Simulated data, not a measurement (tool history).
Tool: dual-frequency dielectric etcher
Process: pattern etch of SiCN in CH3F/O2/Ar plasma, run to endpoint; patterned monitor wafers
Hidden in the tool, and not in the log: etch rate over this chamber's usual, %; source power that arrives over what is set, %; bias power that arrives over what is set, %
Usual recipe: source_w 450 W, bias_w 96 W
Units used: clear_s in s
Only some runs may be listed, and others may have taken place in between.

run   hour  source_w  bias_w  wafers since the last listed run  hours since the last wet clean  hours since the last source power generator calibration  hours since the last bias power generator calibration  hours since the last upper electrode change  incoming incoming film thickness, nm  clear_s
  1    0.0       450      96                                 0                           358.2                                                   3013.3                                                 1356.4                                       1879.5                                  8.27     16.1
  2    8.6       450      96                               133                           366.8                                                   3021.9                                                 1365.0                                       1888.1                                  8.25     16.0
  3   19.7       510     103                               172                           377.9                                                   3033.0                                                 1376.1                                       1899.2                                  8.29     14.8
  4   29.2       510     103                               147                           387.4                                                   3042.5                                                 1385.6                                       1908.7                                  8.31     14.9
  5   38.0       520     107                               137                           396.2                                                   3051.3                                                 1394.4                                       1917.5                                  8.34     14.6
  6   50.9       520     107                               200                           409.1                                                   3064.2                                                 1407.3                                       1930.4                                  8.37     14.5
  7   67.8       450      96                               263                           426.0                                                   3081.1                                                 1424.2                                       1947.3                                  8.36     16.2
  8   83.7       370      96                               247                           441.9                                                   3097.0                                                 1440.1                                       1963.2                                  8.41     17.7
  9   93.2       370      96                               147                           451.4                                                   3106.5                                                 1449.6                                       1972.7                                  8.26     17.4
 10  105.2       450      96                               186                           463.4                                                   3118.5                                                 1461.6                                       1984.7                                  8.33     16.1
 11  116.5       450      96                               175                           474.7                                                   3129.8                                                 1472.9                                       1996.0                                  8.32     16.0
 12  124.0       380      96                               116                           482.2                                                   3137.3                                                 1480.4                                       2003.5                                  8.26     17.2
     129.2  -- source power generator calibrated
 13  130.1       380      96                                32                           488.3                                                      0.9                                                 1486.5                                       2009.6                                  8.29     17.3
 14  139.3       380      96                               143                           497.5                                                     10.1                                                 1495.7                                       2018.8                                  8.35     17.3
     144.3  -- bias power generator calibrated
 15  154.8       420     105                               179                           513.0                                                     25.6                                                   10.5                                       2034.3                                  8.28     15.8
 16  170.5       450      96                               244                           528.7                                                     41.3                                                   26.2                                       2050.0                                  8.41     16.1
     208.4  -- wet clean of the chamber
 17  208.9       520      85                               224                             0.5                                                     79.7                                                   64.6                                       2088.4                                  8.32     16.6
 18  209.2       450      96                                 4                             0.8                                                     80.0                                                   64.9                                       2088.7                                  8.37     16.9
 19  215.5       510      96                                98                             7.1                                                     86.3                                                   71.2                                       2095.0                                  8.25     15.8
 20  221.7       340      90                                96                            13.3                                                     92.5                                                   77.4                                       2101.2                                  8.26     19.4
 21  228.1       350      84                                99                            19.7                                                     98.9                                                   83.8                                       2107.6                                  8.26     19.9
 22  238.2       450      96                               157                            29.8                                                    109.0                                                   93.9                                       2117.7                                  8.24     16.8
 23  246.8       510     109                               133                            38.4                                                    117.6                                                  102.5                                       2126.3                                  8.29     15.1
     280.4  -- upper electrode replaced
 24  280.9       500      96                               157                            72.5                                                    151.7                                                  136.6                                          0.5                                  8.30     16.0
 25  288.4       450      76                               116                            80.0                                                    159.2                                                  144.1                                          8.0                                  8.33     18.4
 26  314.8       450     110                               411                           106.4                                                    185.6                                                  170.5                                         34.4                                  8.24     15.6
 27  330.8       350      80                               249                           122.4                                                    201.6                                                  186.5                                         50.4                                  8.36     20.2
 28  340.4       450     103                               149                           132.0                                                    211.2                                                  196.1                                         60.0                                  8.37     16.3
 29  353.6       390      86                               205                           145.2                                                    224.4                                                  209.3                                         73.2                                  8.31     18.5

Same runs, no hidden state in the tool, same run-to-run variation:
run  clear_s
  1     16.6
  2     16.5
  3     15.3
  4     15.4
  5     15.1
  6     15.1
  7     16.8
  8     18.5
  9     18.2
 10     16.8
 11     16.7
 12     18.0
 13     18.1
 14     18.2
 15     16.6
 16     16.9
 17     16.5
 18     16.8
 19     15.7
 20     19.3
 21     19.7
 22     16.7
 23     15.0
 24     16.0
 25     18.4
 26     15.7
 27     20.3
 28     16.4
 29     18.7
